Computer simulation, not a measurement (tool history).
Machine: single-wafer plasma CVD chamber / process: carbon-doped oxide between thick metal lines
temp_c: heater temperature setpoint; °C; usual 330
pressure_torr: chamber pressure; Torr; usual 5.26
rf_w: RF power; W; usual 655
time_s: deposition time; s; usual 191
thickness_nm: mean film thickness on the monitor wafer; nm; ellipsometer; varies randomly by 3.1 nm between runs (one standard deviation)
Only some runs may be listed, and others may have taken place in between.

run    hour  temp_c  pressure_torr  rf_w  time_s  read-back reference wafer on the same gauge, thickness_nm  thickness_nm
  1     0.0     330           5.26   655     191                                                    970.484      1194.404
  2    63.6     330           5.26   655     191                                                    970.025      1196.374
  3    91.1     330           5.26   655     191                                                    968.895      1194.874
  4   120.5     330           5.26   655     191                                                    968.070      1190.414
  5   147.0     330           5.26   655     191                                                    968.589      1190.989
  6   196.1     330           5.26   655     191                                                    967.642      1191.097
      231.8  -- showerhead replaced
  7   232.3     330           5.26   655     191                                                    967.245      1191.921
      326.1  -- thermocouple changed; heater temperature recalibrated
  8   428.3     330           5.26   655     191                                                    964.144      1189.007
  9   471.2     330           5.26   655     191                                                    963.669      1194.872
 10   527.6     341           5.26   655     212                                                    962.748      1271.729
      546.9  -- RF generator calibrated
      583.1  -- gauge calibrated
 11   599.0     330           4.33   655     224                                                    979.507      1374.834
 12   669.7     330           5.26   655     191                                                    978.544      1204.578
 13   703.3     330           6.24   655     191                                                    978.602      1226.283
 14   771.3     316           5.26   655     191                                                    977.324      1268.767
 15   812.6     334           6.10   560     203                                                    977.137      1159.734
 16   868.2     330           6.56   690     154                                                    976.257      1030.136
 17   897.0     330           5.26   655     191                                                    976.852      1200.291
      936.8  -- capacitance manometer re-zeroed and calibrated
 18   937.3     330           5.26   655     191                                                    975.480      1198.328
 19   969.3     325           5.26   655     215                                                    974.662      1377.738
 20  1018.6     339           5.26   580     191                                                    973.991      1075.815
 21  1089.4     330           5.26   755     191                                                    973.284      1309.353
 22  1122.5     330           5.26   775     191                                                    973.584      1331.295
 23  1184.2     330           4.12   655     191                                                    972.412      1156.207
 24  1235.4     330           5.26   755     212                                                    971.842      1445.706
 25  1270.0     330           6.52   715     191                                                    970.499      1297.049
 26  1316.0     326           6.41   655     161                                                    970.672      1051.304
 27  1350.8     334           6.22   775     191                                                    969.812      1325.156
 28  1385.9     330           5.26   655     191                                                    969.524      1194.079

Alternative continuations, all from the tool just after run 28; predict every row:
  A  1386.4     330           5.26   655     191                                                          ?             ?
  B  1386.4     340           5.26   655     191                                                          ?             ?
  C  1386.4     317           5.26   545     191                                                          ?             ?
  D  1386.4     320           5.26   565     191                                                          ?             ?

run  read-back reference wafer on the same gauge, thickness_nm  thickness_nm
  A                                                    970.055      1192.941
  B                                                    970.055      1153.346
  C                                                    970.055      1116.707
  D                                                    970.055      1128.650
With the hidden condition removed and each run's random variation left untouched, the same runs would have given:
run  thickness_nm
  A      1206.183
  B      1166.148
  C      1129.103
  D      1141.178
